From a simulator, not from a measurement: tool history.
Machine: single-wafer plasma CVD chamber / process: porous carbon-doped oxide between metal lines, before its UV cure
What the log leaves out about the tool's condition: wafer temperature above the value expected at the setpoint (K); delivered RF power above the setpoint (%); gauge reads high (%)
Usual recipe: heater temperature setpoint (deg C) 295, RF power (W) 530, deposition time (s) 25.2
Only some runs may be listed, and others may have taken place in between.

run,day,heater temperature setpoint (deg C),RF power (W),deposition time (s),wafers since the last listed run,hours since the last thermocouple change,hours since the last RF generator calibration,hours since the showerhead was replaced,hours since the gauge calibration,"read-back reference wafer on the same gauge, thickness_nm",mean film thickness on the monitor wafer (nm)
1,0.000,295,530,25.2,0,1476.6,589.1,1831.9,786.6,141.035,134.965
# day 6.492: gauge calibrated
2,9.075,295,530,25.2,4651,1694.4,806.9,2049.7,62.0,141.017,134.551
3,10.825,295,580,25.2,896,1736.4,848.9,2091.7,104.0,141.053,145.241
4,13.196,295,580,25.2,1215,1793.3,905.8,2148.6,160.9,141.024,144.684
5,17.462,295,580,25.2,2186,1895.7,1008.2,2251.0,263.3,140.981,145.024
6,21.608,295,485,24.0,2124,1995.2,1107.7,2350.5,362.8,141.026,118.571
7,24.625,295,530,25.2,1546,2067.6,1180.1,2422.9,435.2,140.905,134.411
# day 27.500: showerhead replaced
8,27.521,295,530,25.2,1313,2137.1,1249.6,0.5,504.7,140.966,134.251
9,31.492,295,530,25.2,2035,2232.4,1344.9,95.8,600.0,141.025,133.438
10,35.950,295,530,25.2,2284,2339.4,1451.9,202.8,707.0,140.972,134.192
11,38.279,295,530,25.2,1193,2395.3,1507.8,258.7,762.9,141.022,133.444
# day 42.188: RF generator calibrated
12,42.238,295,530,29.6,1857,2490.3,1.2,353.7,857.9,141.042,156.350
13,45.100,295,440,21.0,1467,2559.0,69.9,422.4,926.6,141.023,94.402
# day 47.083: thermocouple changed; heater temperature recalibrated
# day 47.396: gauge calibrated
14,48.088,299,635,22.0,1360,24.1,141.6,494.1,16.6,141.015,130.182
15,51.375,304,530,25.2,1684,103.0,220.5,573.0,95.5,141.000,125.028
16,53.554,295,475,23.4,1116,155.3,272.8,625.3,147.8,141.051,110.699
17,55.338,290,530,28.0,913,198.1,315.6,668.1,190.6,140.975,149.611
18,59.533,306,530,22.8,2150,298.8,416.3,768.8,291.3,140.932,111.235
19,62.888,295,435,25.2,1719,379.3,496.8,849.3,371.8,140.948,108.646
# day 63.796: thermocouple changed; heater temperature recalibrated, repeated, since the last time left the tool worse
20,66.854,295,530,25.2,1862,73.4,592.0,944.5,467.0,140.931,137.276
21,68.733,295,530,25.2,963,118.5,637.1,989.6,512.1,141.050,137.057
22,70.475,286,530,20.6,892,160.3,678.9,1031.4,553.9,140.992,119.466
23,72.246,308,475,29.0,907,202.8,721.4,1073.9,596.4,140.965,131.230

Measured result minus the same run's result without the hidden state. Both carry the same run-to-run variation, though not necessarily the same gauge scatter:
run,mean film thickness on the monitor wafer (nm)
1,-2.199
2,-2.474
3,-2.730
4,-2.799
5,-2.948
6,-2.524
7,-2.955
8,-3.042
9,-3.146
10,-3.302
11,-3.356
12,-4.075
13,-2.523
14,-5.996
15,-5.667
16,-5.388
17,-7.574
18,-5.157
19,-5.519
20,-0.278
21,-0.336
22,-0.361
23,-0.397

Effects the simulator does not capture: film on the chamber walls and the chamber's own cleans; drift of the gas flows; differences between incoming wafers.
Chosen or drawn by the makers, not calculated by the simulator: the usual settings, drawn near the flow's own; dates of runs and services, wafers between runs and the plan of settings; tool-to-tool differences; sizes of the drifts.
